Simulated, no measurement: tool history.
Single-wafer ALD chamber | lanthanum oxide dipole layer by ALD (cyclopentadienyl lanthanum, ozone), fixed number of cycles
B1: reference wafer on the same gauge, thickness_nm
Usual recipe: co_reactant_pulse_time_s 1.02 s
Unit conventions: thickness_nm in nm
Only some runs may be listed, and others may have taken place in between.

run 1 day=0.000 | co_reactant_pulse_time_s=0.81 | B1=0.502 | thickness_nm=0.431
run 2 day=1.808 | co_reactant_pulse_time_s=0.81 | B1=0.502 | thickness_nm=0.427
run 3 day=3.496 | co_reactant_pulse_time_s=0.81 | B1=0.502 | thickness_nm=0.426
run 4 day=5.562 | co_reactant_pulse_time_s=0.76 | B1=0.502 | thickness_nm=0.403
run 5 day=10.567 | co_reactant_pulse_time_s=1.29 | B1=0.502 | thickness_nm=0.511
run 6 day=12.408 | co_reactant_pulse_time_s=1.29 | B1=0.502 | thickness_nm=0.518
-- day=13.175 thermocouple changed; heater temperature recalibrated
run 7 day=16.438 | co_reactant_pulse_time_s=1.20 | B1=0.502 | thickness_nm=0.501
run 8 day=18.812 | co_reactant_pulse_time_s=1.02 | B1=0.502 | thickness_nm=0.475
run 9 day=22.025 | co_reactant_pulse_time_s=1.02 | B1=0.502 | thickness_nm=0.470
run 10 day=25.750 | co_reactant_pulse_time_s=1.11 | B1=0.502 | thickness_nm=0.486
run 11 day=27.417 | co_reactant_pulse_time_s=1.02 | B1=0.502 | thickness_nm=0.473
run 12 day=28.925 | co_reactant_pulse_time_s=1.02 | B1=0.502 | thickness_nm=0.467
-- day=31.179 gauge calibrated
-- day=32.779 ozone generator serviced
-- day=35.546 showerhead replaced
run 13 day=36.812 | co_reactant_pulse_time_s=1.02 | B1=0.502 | thickness_nm=0.485
run 14 day=45.042 | co_reactant_pulse_time_s=1.02 | B1=0.502 | thickness_nm=0.475
run 15 day=48.992 | co_reactant_pulse_time_s=1.02 | B1=0.502 | thickness_nm=0.471
run 16 day=50.742 | co_reactant_pulse_time_s=1.02 | B1=0.502 | thickness_nm=0.475
run 17 day=52.954 | co_reactant_pulse_time_s=1.02 | B1=0.502 | thickness_nm=0.476
run 18 day=57.383 | co_reactant_pulse_time_s=0.90 | B1=0.503 | thickness_nm=0.443
-- day=58.700 ozone generator serviced
run 19 day=60.158 | co_reactant_pulse_time_s=1.02 | B1=0.502 | thickness_nm=0.482
run 20 day=63.208 | co_reactant_pulse_time_s=1.18 | B1=0.502 | thickness_nm=0.508
-- day=64.642 thermocouple changed; heater temperature recalibrated
run 21 day=67.671 | co_reactant_pulse_time_s=1.32 | B1=0.502 | thickness_nm=0.519
run 22 day=69.342 | co_reactant_pulse_time_s=1.16 | B1=0.502 | thickness_nm=0.501
run 23 day=71.554 | co_reactant_pulse_time_s=1.13 | B1=0.503 | thickness_nm=0.496
run 24 day=73.321 | co_reactant_pulse_time_s=1.30 | B1=0.502 | thickness_nm=0.521
run 25 day=76.088 | co_reactant_pulse_time_s=1.16 | B1=0.502 | thickness_nm=0.503
run 26 day=77.933 | co_reactant_pulse_time_s=0.74 | B1=0.502 | thickness_nm=0.385
run 27 day=80.188 | co_reactant_pulse_time_s=0.62 | B1=0.502 | thickness_nm=0.324
run 28 day=82.579 | co_reactant_pulse_time_s=0.66 | B1=0.502 | thickness_nm=0.350
-- day=85.738 ozone generator serviced
run 29 day=86.288 | co_reactant_pulse_time_s=1.35 | B1=0.502 | thickness_nm=0.531
run 30 day=89.317 | co_reactant_pulse_time_s=1.33 | B1=0.502 | thickness_nm=0.524
run 31 day=91.417 | co_reactant_pulse_time_s=0.83 | B1=0.502 | thickness_nm=0.429

Predict each of these 4 candidate next runs independently; none follows another, all start after run 31:
run A day=91.433 | co_reactant_pulse_time_s=0.86 | B1=? | thickness_nm=?
run B day=91.433 | co_reactant_pulse_time_s=0.78 | B1=? | thickness_nm=?
run C day=91.433 | co_reactant_pulse_time_s=0.77 | B1=? | thickness_nm=?
run D day=91.433 | co_reactant_pulse_time_s=0.72 | B1=? | thickness_nm=?

run=A B1=0.502 thickness_nm=0.440
run=B B1=0.502 thickness_nm=0.412
run=C B1=0.502 thickness_nm=0.408
run=D B1=0.502 thickness_nm=0.388
Without the tool's unlogged condition, the same runs would have read:
run=A thickness_nm=0.450
run=B thickness_nm=0.424
run=C thickness_nm=0.420
run=D thickness_nm=0.400
